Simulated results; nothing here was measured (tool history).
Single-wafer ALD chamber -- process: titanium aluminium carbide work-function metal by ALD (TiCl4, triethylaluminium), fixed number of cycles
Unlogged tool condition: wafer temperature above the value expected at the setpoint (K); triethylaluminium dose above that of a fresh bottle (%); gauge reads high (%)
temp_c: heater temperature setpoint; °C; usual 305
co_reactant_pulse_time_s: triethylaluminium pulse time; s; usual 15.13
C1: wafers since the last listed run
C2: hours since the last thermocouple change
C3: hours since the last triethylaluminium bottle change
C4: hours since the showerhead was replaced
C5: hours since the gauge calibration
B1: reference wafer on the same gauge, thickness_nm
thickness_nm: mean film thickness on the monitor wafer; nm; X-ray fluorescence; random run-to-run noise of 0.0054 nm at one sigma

run 1 hour=0.0 | temp_c=305 co_reactant_pulse_time_s=15.13 | C1=0 C2=1907.3 C3=143.0 C4=4709.9 C5=2528.9 | B1=2.330 | thickness_nm=2.096
run 2 hour=99.1 | temp_c=305 co_reactant_pulse_time_s=15.13 | C1=1015 C2=2006.4 C3=242.1 C4=4809.0 C5=2628.0 | B1=2.328 | thickness_nm=2.092
run 3 hour=162.9 | temp_c=305 co_reactant_pulse_time_s=15.13 | C1=653 C2=2070.2 C3=305.9 C4=4872.8 C5=2691.8 | B1=2.329 | thickness_nm=2.088
-- hour=202.6 thermocouple changed; heater temperature recalibrated
run 4 hour=258.0 | temp_c=309 co_reactant_pulse_time_s=15.13 | C1=892 C2=55.4 C3=401.0 C4=4967.9 C5=2786.9 | B1=2.328 | thickness_nm=2.169
run 5 hour=333.9 | temp_c=298 co_reactant_pulse_time_s=13.16 | C1=778 C2=131.3 C3=476.9 C4=5043.8 C5=2862.8 | B1=2.332 | thickness_nm=2.044
run 6 hour=402.4 | temp_c=298 co_reactant_pulse_time_s=13.16 | C1=702 C2=199.8 C3=545.4 C4=5112.3 C5=2931.3 | B1=2.332 | thickness_nm=2.034
run 7 hour=455.5 | temp_c=298 co_reactant_pulse_time_s=13.16 | C1=544 C2=252.9 C3=598.5 C4=5165.4 C5=2984.4 | B1=2.333 | thickness_nm=2.033
run 8 hour=493.2 | temp_c=305 co_reactant_pulse_time_s=15.13 | C1=386 C2=290.6 C3=636.2 C4=5203.1 C5=3022.1 | B1=2.329 | thickness_nm=2.124
-- hour=510.0 showerhead replaced
run 9 hour=543.4 | temp_c=305 co_reactant_pulse_time_s=15.13 | C1=432 C2=340.8 C3=686.4 C4=33.4 C5=3072.3 | B1=2.329 | thickness_nm=2.129
-- hour=554.3 triethylaluminium bottle replaced
run 10 hour=614.6 | temp_c=305 co_reactant_pulse_time_s=15.13 | C1=647 C2=412.0 C3=60.3 C4=104.6 C5=3143.5 | B1=2.329 | thickness_nm=2.148
run 11 hour=652.9 | temp_c=305 co_reactant_pulse_time_s=15.13 | C1=392 C2=450.3 C3=98.6 C4=142.9 C5=3181.8 | B1=2.332 | thickness_nm=2.142
run 12 hour=701.9 | temp_c=305 co_reactant_pulse_time_s=19.86 | C1=502 C2=499.3 C3=147.6 C4=191.9 C5=3230.8 | B1=2.329 | thickness_nm=2.152
run 13 hour=783.7 | temp_c=305 co_reactant_pulse_time_s=15.13 | C1=838 C2=581.1 C3=229.4 C4=273.7 C5=3312.6 | B1=2.331 | thickness_nm=2.131
run 14 hour=846.7 | temp_c=310 co_reactant_pulse_time_s=15.13 | C1=645 C2=644.1 C3=292.4 C4=336.7 C5=3375.6 | B1=2.331 | thickness_nm=2.176
run 15 hour=884.0 | temp_c=305 co_reactant_pulse_time_s=15.13 | C1=382 C2=681.4 C3=329.7 C4=374.0 C5=3412.9 | B1=2.327 | thickness_nm=2.110
run 16 hour=945.0 | temp_c=305 co_reactant_pulse_time_s=15.13 | C1=625 C2=742.4 C3=390.7 C4=435.0 C5=3473.9 | B1=2.331 | thickness_nm=2.115
run 17 hour=1034.0 | temp_c=292 co_reactant_pulse_time_s=11.46 | C1=912 C2=831.4 C3=479.7 C4=524.0 C5=3562.9 | B1=2.330 | thickness_nm=1.943
run 18 hour=1128.5 | temp_c=291 co_reactant_pulse_time_s=11.43 | C1=968 C2=925.9 C3=574.2 C4=618.5 C5=3657.4 | B1=2.332 | thickness_nm=1.942
run 19 hour=1229.3 | temp_c=309 co_reactant_pulse_time_s=17.38 | C1=1033 C2=1026.7 C3=675.0 C4=719.3 C5=3758.2 | B1=2.329 | thickness_nm=2.161
-- hour=1239.4 triethylaluminium bottle replaced
-- hour=1282.9 gauge calibrated
run 20 hour=1288.7 | temp_c=319 co_reactant_pulse_time_s=15.13 | C1=526 C2=1086.1 C3=49.3 C4=778.7 C5=5.8 | B1=2.332 | thickness_nm=2.255
run 21 hour=1377.5 | temp_c=311 co_reactant_pulse_time_s=15.13 | C1=910 C2=1174.9 C3=138.1 C4=867.5 C5=94.6 | B1=2.329 | thickness_nm=2.175
run 22 hour=1459.8 | temp_c=305 co_reactant_pulse_time_s=20.62 | C1=843 C2=1257.2 C3=220.4 C4=949.8 C5=176.9 | B1=2.328 | thickness_nm=2.131
run 23 hour=1506.3 | temp_c=292 co_reactant_pulse_time_s=20.37 | C1=476 C2=1303.7 C3=266.9 C4=996.3 C5=223.4 | B1=2.330 | thickness_nm=2.007
run 24 hour=1573.5 | temp_c=292 co_reactant_pulse_time_s=21.00 | C1=688 C2=1370.9 C3=334.1 C4=1063.5 C5=290.6 | B1=2.332 | thickness_nm=2.009
run 25 hour=1672.9 | temp_c=312 co_reactant_pulse_time_s=15.13 | C1=1018 C2=1470.3 C3=433.5 C4=1162.9 C5=390.0 | B1=2.330 | thickness_nm=2.175
run 26 hour=1713.0 | temp_c=305 co_reactant_pulse_time_s=9.49 | C1=411 C2=1510.4 C3=473.6 C4=1203.0 C5=430.1 | B1=2.328 | thickness_nm=2.012
run 27 hour=1750.3 | temp_c=292 co_reactant_pulse_time_s=18.70 | C1=382 C2=1547.7 C3=510.9 C4=1240.3 C5=467.4 | B1=2.329 | thickness_nm=1.997
run 28 hour=1805.8 | temp_c=305 co_reactant_pulse_time_s=15.13 | C1=568 C2=1603.2 C3=566.4 C4=1295.8 C5=522.9 | B1=2.330 | thickness_nm=2.090
run 29 hour=1910.2 | temp_c=305 co_reactant_pulse_time_s=18.05 | C1=1070 C2=1707.6 C3=670.8 C4=1400.2 C5=627.3 | B1=2.331 | thickness_nm=2.117
run 30 hour=2018.1 | temp_c=301 co_reactant_pulse_time_s=15.13 | C1=1106 C2=1815.5 C3=778.7 C4=1508.1 C5=735.2 | B1=2.331 | thickness_nm=2.053
-- hour=2028.4 triethylaluminium bottle replaced
run 31 hour=2095.0 | temp_c=305 co_reactant_pulse_time_s=15.13 | C1=706 C2=1892.4 C3=66.6 C4=1585.0 C5=812.1 | B1=2.328 | thickness_nm=2.101
run 32 hour=2172.5 | temp_c=305 co_reactant_pulse_time_s=15.13 | C1=794 C2=1969.9 C3=144.1 C4=1662.5 C5=889.6 | B1=2.329 | thickness_nm=2.101
run 33 hour=2226.9 | temp_c=296 co_reactant_pulse_time_s=12.71 | C1=557 C2=2024.3 C3=198.5 C4=1716.9 C5=944.0 | B1=2.332 | thickness_nm=1.993

Each row is a separate what-if for the run after 33, all from the same tool condition, not one after another. Results?
run A hour=2227.3 | temp_c=305 co_reactant_pulse_time_s=15.13 | C1=4 C2=2024.7 C3=198.9 C4=1717.3 C5=944.4 | B1=? | thickness_nm=?
run B hour=2227.3 | temp_c=317 co_reactant_pulse_time_s=10.43 | C1=4 C2=2024.7 C3=198.9 C4=1717.3 C5=944.4 | B1=? | thickness_nm=?
run C hour=2227.3 | temp_c=316 co_reactant_pulse_time_s=11.44 | C1=4 C2=2024.7 C3=198.9 C4=1717.3 C5=944.4 | B1=? | thickness_nm=?
run D hour=2227.3 | temp_c=290 co_reactant_pulse_time_s=12.02 | C1=4 C2=2024.7 C3=198.9 C4=1717.3 C5=944.4 | B1=? | thickness_nm=?

run=A B1=2.334 thickness_nm=2.101
run=B B1=2.334 thickness_nm=2.150
run=C B1=2.334 thickness_nm=2.160
run=D B1=2.334 thickness_nm=1.936
With no hidden state in the tool, these same runs would have given:
run=A thickness_nm=2.156
run=B thickness_nm=2.233
run=C thickness_nm=2.235
run=D thickness_nm=2.002
